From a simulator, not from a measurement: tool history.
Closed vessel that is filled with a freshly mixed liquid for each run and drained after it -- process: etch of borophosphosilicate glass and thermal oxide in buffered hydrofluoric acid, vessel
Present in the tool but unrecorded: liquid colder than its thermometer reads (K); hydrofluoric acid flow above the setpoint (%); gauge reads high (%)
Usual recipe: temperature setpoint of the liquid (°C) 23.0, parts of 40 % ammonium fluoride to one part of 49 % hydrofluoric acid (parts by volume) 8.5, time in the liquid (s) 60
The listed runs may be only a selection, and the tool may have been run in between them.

| run | hour | temperature setpoint of the liquid (°C) | parts of 40 % ammonium fluoride to one part of 49 % hydrofluoric acid (parts by volume) | time in the liquid (s) | wafers since the last listed run | hours since the thermometer was replaced | hours since the hydrofluoric acid flow meter was replaced | hours since the gauge calibration | read-back film thickness of the borophosphosilicate glass reference wafer, read on the same gauge (nm) | read-back film thickness of the thermal oxide reference wafer, read on the same gauge (nm) | thickness taken off the borophosphosilicate glass on a monitor wafer (nm) | thickness taken off the thermal oxide on a monitor wafer (nm) |
|---|---|---|---|---|---|---|---|---|---|---|---|---|
| 1 | 0.0 | 23.0 | 10.5 | 60 | 0 | 218.7 | 316.6 | 898.9 | 89.99 | 120.01 | 127.86 | 67.50 |
|  | 41.8 | gauge calibrated |
| 2 | 52.5 | 23.0 | 10.5 | 60 | 5568 | 271.2 | 369.1 | 10.7 | 89.99 | 120.01 | 129.78 | 66.53 |
| 3 | 168.8 | 23.0 | 10.5 | 60 | 12334 | 387.5 | 485.4 | 127.0 | 89.98 | 120.00 | 130.45 | 67.18 |
| 4 | 236.9 | 25.5 | 8.5 | 60 | 7222 | 455.6 | 553.5 | 195.1 | 90.01 | 120.02 | 180.72 | 92.46 |
|  | 281.5 | hydrofluoric acid flow meter replaced |
| 5 | 320.7 | 25.5 | 8.5 | 60 | 8781 | 539.4 | 39.2 | 278.9 | 90.04 | 119.98 | 168.81 | 87.90 |
| 6 | 394.6 | 23.0 | 8.5 | 60 | 7837 | 613.3 | 113.1 | 352.8 | 90.00 | 120.02 | 148.22 | 76.90 |
| 7 | 435.2 | 26.5 | 8.5 | 85 | 4305 | 653.9 | 153.7 | 393.4 | 90.02 | 119.98 | 255.72 | 131.25 |
| 8 | 521.2 | 26.5 | 8.5 | 85 | 9121 | 739.9 | 239.7 | 479.4 | 90.04 | 119.98 | 254.30 | 132.78 |
| 9 | 623.1 | 20.0 | 8.5 | 60 | 10807 | 841.8 | 341.6 | 581.3 | 90.02 | 119.98 | 129.36 | 65.74 |
| 10 | 685.2 | 23.0 | 8.5 | 60 | 6586 | 903.9 | 403.7 | 643.4 | 90.07 | 119.99 | 152.75 | 78.47 |
| 11 | 750.6 | 23.0 | 7.5 | 60 | 6936 | 969.3 | 469.1 | 708.8 | 89.98 | 119.99 | 173.41 | 87.83 |
|  | 773.4 | thermometer replaced |
|  | 802.7 | hydrofluoric acid flow meter replaced |
| 12 | 830.4 | 23.0 | 8.5 | 60 | 8251 | 57.0 | 27.7 | 788.6 | 89.99 | 120.04 | 152.88 | 77.12 |
| 13 | 923.1 | 23.0 | 8.5 | 35 | 9831 | 149.7 | 120.4 | 881.3 | 90.04 | 120.01 | 88.70 | 45.73 |
|  | 973.4 | gauge calibrated |
| 14 | 1062.7 | 26.0 | 10.0 | 50 | 14805 | 289.3 | 260.0 | 89.3 | 90.02 | 120.00 | 130.67 | 68.39 |
| 15 | 1128.8 | 20.0 | 11.0 | 85 | 7010 | 355.4 | 326.1 | 155.4 | 89.97 | 119.97 | 148.44 | 76.34 |
| 16 | 1182.2 | 26.0 | 8.5 | 35 | 5663 | 408.8 | 379.5 | 208.8 | 90.02 | 119.99 | 105.65 | 53.97 |
| 17 | 1237.7 | 23.0 | 5.0 | 75 | 5886 | 464.3 | 435.0 | 264.3 | 89.98 | 119.97 | 322.05 | 161.67 |
|  | 1317.7 | hydrofluoric acid flow meter replaced |
| 18 | 1334.4 | 19.5 | 8.5 | 60 | 10149 | 561.0 | 16.7 | 361.0 | 90.05 | 119.99 | 123.69 | 63.18 |
| 19 | 1380.6 | 23.0 | 9.5 | 50 | 4899 | 607.2 | 62.9 | 407.2 | 90.03 | 120.01 | 112.45 | 58.65 |
| 20 | 1421.4 | 23.0 | 8.5 | 60 | 4327 | 648.0 | 103.7 | 448.0 | 90.00 | 120.00 | 148.90 | 78.00 |
| 21 | 1505.2 | 23.0 | 8.5 | 60 | 8887 | 731.8 | 187.5 | 531.8 | 89.99 | 119.97 | 150.92 | 76.75 |

Forecast each of these 4 alternatives for the next run:
| A | 1505.9 | 23.0 | 8.5 | 60 | 74 | 732.5 | 188.2 | 532.5 | ? | ? | ? | ? |
| B | 1505.9 | 25.0 | 5.0 | 85 | 74 | 732.5 | 188.2 | 532.5 | ? | ? | ? | ? |
| C | 1505.9 | 21.5 | 5.5 | 60 | 74 | 732.5 | 188.2 | 532.5 | ? | ? | ? | ? |
| D | 1505.9 | 23.0 | 5.5 | 40 | 74 | 732.5 | 188.2 | 532.5 | ? | ? | ? | ? |

| run | read-back film thickness of the borophosphosilicate glass reference wafer, read on the same gauge (nm) | read-back film thickness of the thermal oxide reference wafer, read on the same gauge (nm) | thickness taken off the borophosphosilicate glass on a monitor wafer (nm) | thickness taken off the thermal oxide on a monitor wafer (nm) |
|---|---|---|---|---|
| A | 90.00 | 119.99 | 149.37 | 79.02 |
| B | 90.00 | 119.99 | 390.54 | 204.70 |
| C | 90.00 | 119.99 | 209.51 | 109.79 |
| D | 90.00 | 119.99 | 151.52 | 79.52 |
Without the tool's unlogged condition, the same runs would have read:
| run | thickness taken off the borophosphosilicate glass on a monitor wafer (nm) | thickness taken off the thermal oxide on a monitor wafer (nm) |
|---|---|---|
| A | 150.22 | 79.52 |
| B | 393.67 | 206.62 |
| C | 211.82 | 111.14 |
| D | 153.15 | 80.47 |
